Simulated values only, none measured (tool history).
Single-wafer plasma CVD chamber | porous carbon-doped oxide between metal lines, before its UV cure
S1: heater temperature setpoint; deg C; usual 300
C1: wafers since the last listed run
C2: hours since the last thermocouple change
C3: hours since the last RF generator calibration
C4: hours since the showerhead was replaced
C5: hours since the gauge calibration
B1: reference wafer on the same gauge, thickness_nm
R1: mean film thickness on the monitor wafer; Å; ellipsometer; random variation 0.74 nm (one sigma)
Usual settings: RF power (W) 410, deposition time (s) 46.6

{"run": 1, "hour": 0.0, "S1": 300, "RF power (W)": 410, "deposition time (s)": 46.6, "C1": 0, "C2": 1311.1, "C3": 2300.3, "C4": 5654.5, "C5": 413.3, "B1": 208.876, "R1": 2035.15}
{"run": 2, "hour": 15.8, "S1": 300, "RF power (W)": 410, "deposition time (s)": 46.6, "C1": 380, "C2": 1326.9, "C3": 2316.1, "C4": 5670.3, "C5": 429.1, "B1": 208.897, "R1": 2049.59}
{"run": 3, "hour": 33.4, "S1": 292, "RF power (W)": 410, "deposition time (s)": 46.6, "C1": 424, "C2": 1344.5, "C3": 2333.7, "C4": 5687.9, "C5": 446.7, "B1": 209.035, "R1": 2142.46}
{"run": 4, "hour": 42.8, "S1": 307, "RF power (W)": 410, "deposition time (s)": 50.2, "C1": 226, "C2": 1353.9, "C3": 2343.1, "C4": 5697.3, "C5": 456.1, "B1": 208.954, "R1": 2102.98}
{"run": 5, "hour": 57.7, "S1": 307, "RF power (W)": 410, "deposition time (s)": 50.2, "C1": 359, "C2": 1368.8, "C3": 2358, "C4": 5712.2, "C5": 471, "B1": 208.98, "R1": 2099.24}
{"run": 6, "hour": 65.8, "S1": 307, "RF power (W)": 410, "deposition time (s)": 50.2, "C1": 195, "C2": 1376.9, "C3": 2366.1, "C4": 5720.3, "C5": 479.1, "B1": 208.947, "R1": 2088.43}
{"hour": 76.8, "done": "thermocouple changed; heater temperature recalibrated"}
{"run": 7, "hour": 77.3, "S1": 294, "RF power (W)": 410, "deposition time (s)": 46.6, "C1": 84, "C2": 0.5, "C3": 2377.6, "C4": 5731.8, "C5": 490.6, "B1": 208.99, "R1": 2097.89}
{"run": 8, "hour": 84.3, "S1": 294, "RF power (W)": 410, "deposition time (s)": 46.6, "C1": 168, "C2": 7.5, "C3": 2384.6, "C4": 5738.8, "C5": 497.6, "B1": 209.067, "R1": 2110.64}
{"run": 9, "hour": 94.6, "S1": 294, "RF power (W)": 410, "deposition time (s)": 46.6, "C1": 248, "C2": 17.8, "C3": 2394.9, "C4": 5749.1, "C5": 507.9, "B1": 209.093, "R1": 2105.14}
{"hour": 96.6, "done": "gauge calibrated"}
{"run": 10, "hour": 104.5, "S1": 300, "RF power (W)": 410, "deposition time (s)": 46.6, "C1": 238, "C2": 27.7, "C3": 2404.8, "C4": 5759, "C5": 7.9, "B1": 208.999, "R1": 2047.23}
{"run": 11, "hour": 116.6, "S1": 300, "RF power (W)": 410, "deposition time (s)": 46.6, "C1": 291, "C2": 39.8, "C3": 2416.9, "C4": 5771.1, "C5": 20, "B1": 208.912, "R1": 2032.56}
{"run": 12, "hour": 131.3, "S1": 300, "RF power (W)": 410, "deposition time (s)": 46.6, "C1": 354, "C2": 54.5, "C3": 2431.6, "C4": 5785.8, "C5": 34.7, "B1": 208.917, "R1": 2026.99}
{"run": 13, "hour": 141.5, "S1": 300, "RF power (W)": 410, "deposition time (s)": 46.6, "C1": 245, "C2": 64.7, "C3": 2441.8, "C4": 5796, "C5": 44.9, "B1": 209.051, "R1": 2030.96}
{"run": 14, "hour": 156.9, "S1": 300, "RF power (W)": 455, "deposition time (s)": 43.6, "C1": 371, "C2": 80.1, "C3": 2457.2, "C4": 5811.4, "C5": 60.3, "B1": 209.106, "R1": 2099.89}
{"run": 15, "hour": 167.9, "S1": 314, "RF power (W)": 410, "deposition time (s)": 46.6, "C1": 265, "C2": 91.1, "C3": 2468.2, "C4": 5822.4, "C5": 71.3, "B1": 208.969, "R1": 1873.83}
{"run": 16, "hour": 180.7, "S1": 300, "RF power (W)": 350, "deposition time (s)": 46.6, "C1": 308, "C2": 103.9, "C3": 2481, "C4": 5835.2, "C5": 84.1, "B1": 209.165, "R1": 1715.37}
{"run": 17, "hour": 187.8, "S1": 300, "RF power (W)": 375, "deposition time (s)": 46.6, "C1": 171, "C2": 111, "C3": 2488.1, "C4": 5842.3, "C5": 91.2, "B1": 209.013, "R1": 1844.52}
{"run": 18, "hour": 194.7, "S1": 300, "RF power (W)": 345, "deposition time (s)": 46.6, "C1": 166, "C2": 117.9, "C3": 2495, "C4": 5849.2, "C5": 98.1, "B1": 209.032, "R1": 1682.3}
{"run": 19, "hour": 209.4, "S1": 300, "RF power (W)": 410, "deposition time (s)": 46.6, "C1": 354, "C2": 132.6, "C3": 2509.7, "C4": 5863.9, "C5": 112.8, "B1": 208.831, "R1": 2013.12}
{"run": 20, "hour": 222.7, "S1": 300, "RF power (W)": 410, "deposition time (s)": 46.6, "C1": 320, "C2": 145.9, "C3": 2523, "C4": 5877.2, "C5": 126.1, "B1": 208.897, "R1": 2013.28}
{"run": 21, "hour": 235.2, "S1": 306, "RF power (W)": 355, "deposition time (s)": 46.6, "C1": 301, "C2": 158.4, "C3": 2535.5, "C4": 5889.7, "C5": 138.6, "B1": 208.943, "R1": 1688.67}
{"run": 22, "hour": 251.3, "S1": 315, "RF power (W)": 410, "deposition time (s)": 46.6, "C1": 388, "C2": 174.5, "C3": 2551.6, "C4": 5905.8, "C5": 154.7, "B1": 208.819, "R1": 1851.11}
{"run": 23, "hour": 261.9, "S1": 300, "RF power (W)": 480, "deposition time (s)": 42.3, "C1": 255, "C2": 185.1, "C3": 2562.2, "C4": 5916.4, "C5": 165.3, "B1": 208.978, "R1": 2133.33}
{"run": 24, "hour": 274.5, "S1": 300, "RF power (W)": 345, "deposition time (s)": 46.6, "C1": 303, "C2": 197.7, "C3": 2574.8, "C4": 5929, "C5": 177.9, "B1": 209.08, "R1": 1675.34}
{"run": 25, "hour": 282.3, "S1": 307, "RF power (W)": 435, "deposition time (s)": 46.6, "C1": 188, "C2": 205.5, "C3": 2582.6, "C4": 5936.8, "C5": 185.7, "B1": 208.897, "R1": 2031.43}
{"hour": 291.2, "done": "RF generator calibrated"}
{"hour": 295.0, "done": "showerhead replaced"}
{"run": 26, "hour": 297.8, "S1": 300, "RF power (W)": 410, "deposition time (s)": 46.6, "C1": 87, "C2": 221, "C3": 6.6, "C4": 2.8, "C5": 201.2, "B1": 208.902, "R1": 2191.98}
{"run": 27, "hour": 305.2, "S1": 313, "RF power (W)": 410, "deposition time (s)": 40.8, "C1": 178, "C2": 228.4, "C3": 14, "C4": 10.2, "C5": 208.6, "B1": 209.006, "R1": 1784.33}
{"run": 28, "hour": 321.1, "S1": 315, "RF power (W)": 410, "deposition time (s)": 54.5, "C1": 383, "C2": 244.3, "C3": 29.9, "C4": 26.1, "C5": 224.5, "B1": 209.038, "R1": 2358.82}
{"run": 29, "hour": 333.1, "S1": 312, "RF power (W)": 390, "deposition time (s)": 51.7, "C1": 289, "C2": 256.3, "C3": 41.9, "C4": 38.1, "C5": 236.5, "B1": 209.048, "R1": 2158.72}
{"run": 30, "hour": 350.7, "S1": 300, "RF power (W)": 375, "deposition time (s)": 46.6, "C1": 424, "C2": 273.9, "C3": 59.5, "C4": 55.7, "C5": 254.1, "B1": 209.186, "R1": 2001.78}
{"run": 31, "hour": 365.3, "S1": 300, "RF power (W)": 375, "deposition time (s)": 52.6, "C1": 351, "C2": 288.5, "C3": 74.1, "C4": 70.3, "C5": 268.7, "B1": 209.058, "R1": 2255.59}
{"run": 32, "hour": 381.3, "S1": 308, "RF power (W)": 430, "deposition time (s)": 55.9, "C1": 385, "C2": 304.5, "C3": 90.1, "C4": 86.3, "C5": 284.7, "B1": 209.057, "R1": 2603.68}
{"run": 33, "hour": 395.8, "S1": 310, "RF power (W)": 360, "deposition time (s)": 44.1, "C1": 349, "C2": 319, "C3": 104.6, "C4": 100.8, "C5": 299.2, "B1": 209.065, "R1": 1733.49}
{"run": 34, "hour": 411.4, "S1": 287, "RF power (W)": 470, "deposition time (s)": 50.2, "C1": 376, "C2": 334.6, "C3": 120.2, "C4": 116.4, "C5": 314.8, "B1": 208.87, "R1": 2882.69}
{"run": 35, "hour": 423.8, "S1": 287, "RF power (W)": 345, "deposition time (s)": 40.2, "C1": 298, "C2": 347, "C3": 132.6, "C4": 128.8, "C5": 327.2, "B1": 208.913, "R1": 1718.64}

What the log doesn't show, run by run:
wafer temperature above the value expected at the setpoint (K): 0 in every run
gauge reads high (%): 0 in every run
H1: delivered RF power above the setpoint (%)
run=1 H1=-6.73
run=2 H1=-6.82
run=3 H1=-6.93
run=4 H1=-6.98
run=5 H1=-7.07
run=6 H1=-7.11
run=7 H1=-7.18
run=8 H1=-7.22
run=9 H1=-7.28
run=10 H1=-7.34
run=11 H1=-7.41
run=12 H1=-7.5
run=13 H1=-7.56
run=14 H1=-7.66
run=15 H1=-7.72
run=16 H1=-7.8
run=17 H1=-7.84
run=18 H1=-7.89
run=19 H1=-7.98
run=20 H1=-8.06
run=21 H1=-8.14
run=22 H1=-8.24
run=23 H1=-8.31
run=24 H1=-8.39
run=25 H1=-8.44
run=26 H1=-0.0922
run=27 H1=-0.0924
run=28 H1=-0.0932
run=29 H1=-0.0943
run=30 H1=-0.0965
run=31 H1=-0.0989
run=32 H1=-0.102
run=33 H1=-0.106
run=34 H1=-0.11
run=35 H1=-0.114

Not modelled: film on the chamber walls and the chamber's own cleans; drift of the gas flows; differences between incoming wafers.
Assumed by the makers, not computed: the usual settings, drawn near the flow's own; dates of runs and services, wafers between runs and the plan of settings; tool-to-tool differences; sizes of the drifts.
